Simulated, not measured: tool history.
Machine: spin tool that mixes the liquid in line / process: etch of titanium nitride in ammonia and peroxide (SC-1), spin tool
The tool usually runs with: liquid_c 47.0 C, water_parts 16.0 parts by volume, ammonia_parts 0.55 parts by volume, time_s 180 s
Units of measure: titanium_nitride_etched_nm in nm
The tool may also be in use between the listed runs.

run   hour  liquid_c  water_parts  ammonia_parts  time_s  read-back film thickness of the titanium nitride reference wafer, read on the same gauge (nm)  titanium_nitride_etched_nm
  1    0.0      47.0         16.0           0.55     180                                                                                          49.97                        5.57
      94.4  -- new drum of ammonia solution connected
  2  100.2      47.0         16.0           0.55     115                                                                                          50.02                        3.49
  3  118.3      47.0         16.0           0.55     115                                                                                          49.96                        3.60
     123.1  -- heated supply line repaired
  4  142.5      47.0         16.0           0.55     115                                                                                          49.98                        3.98
  5  155.0      39.5         16.0           0.55     180                                                                                          49.98                        3.61
  6  186.0      47.0         16.0           0.55     180                                                                                          50.02                        6.20
  7  204.2      47.0         16.0           0.55     180                                                                                          50.01                        6.28
  8  235.6      47.0         12.0           0.55     180                                                                                          50.02                        7.14
  9  259.5      47.0         22.0           0.65     215                                                                                          50.01                        6.41
 10  294.4      47.0         16.0           0.55     180                                                                                          50.03                        6.12
 11  307.2      47.0         16.0           0.55     180                                                                                          50.01                        6.11
 12  340.3      47.0         21.0           0.55     180                                                                                          50.03                        5.34
 13  354.7      52.5         16.0           0.55     180                                                                                          49.97                        8.87
     378.1  -- new drum of ammonia solution connected
     401.3  -- thermometer replaced
 14  434.9      47.0         16.0           0.30     180                                                                                          49.95                        5.90
     455.3  -- ammonia flow meter replaced
 15  464.0      47.0         13.5           0.45     180                                                                                          50.00                        6.99
 16  488.0      52.0          8.5           0.65      90                                                                                          50.03                        6.69
 17  515.5      47.0         11.5           0.55     180                                                                                          49.99                        7.91
 18  537.9      51.5         19.0           0.55     180                                                                                          50.03                        8.08
 19  573.2      52.0         16.0           0.55     180                                                                                          50.02                        9.28
 20  596.5      47.0         16.0           0.55     180                                                                                          49.99                        6.41
 21  616.8      47.0         16.0           0.75     180                                                                                          50.01                        6.89
     631.8  -- new drum of ammonia solution connected
 22  643.7      44.0         16.0           0.55     255                                                                                          50.01                        7.51
 23  664.4      47.0         19.5           0.85     225                                                                                          50.01                        7.82
 24  697.2      47.0         16.0           0.55     180                                                                                          50.01                        6.37

Consider 4 possible next runs. They are alternatives, not a sequence: every one starts from the tool as it was left by run 24. What does each give?
  A  697.7      47.0         16.0           0.55     180                                                                                              ?                           ?
  B  697.7      41.0         23.5           0.40     180                                                                                              ?                           ?
  C  697.7      47.0          9.0           0.65     135                                                                                              ?                           ?
  D  697.7      47.0         16.0           0.35     180                                                                                              ?                           ?

run  read-back film thickness of the titanium nitride reference wafer, read on the same gauge (nm)  titanium_nitride_etched_nm
  A                                                                                          50.02                        6.52
  B                                                                                          50.02                        3.21
  C                                                                                          50.02                        6.82
  D                                                                                          50.02                        5.99
With no hidden state in the tool, these same runs would have given:
run  titanium_nitride_etched_nm
  A                        6.83
  B                        3.37
  C                        7.15
  D                        6.29
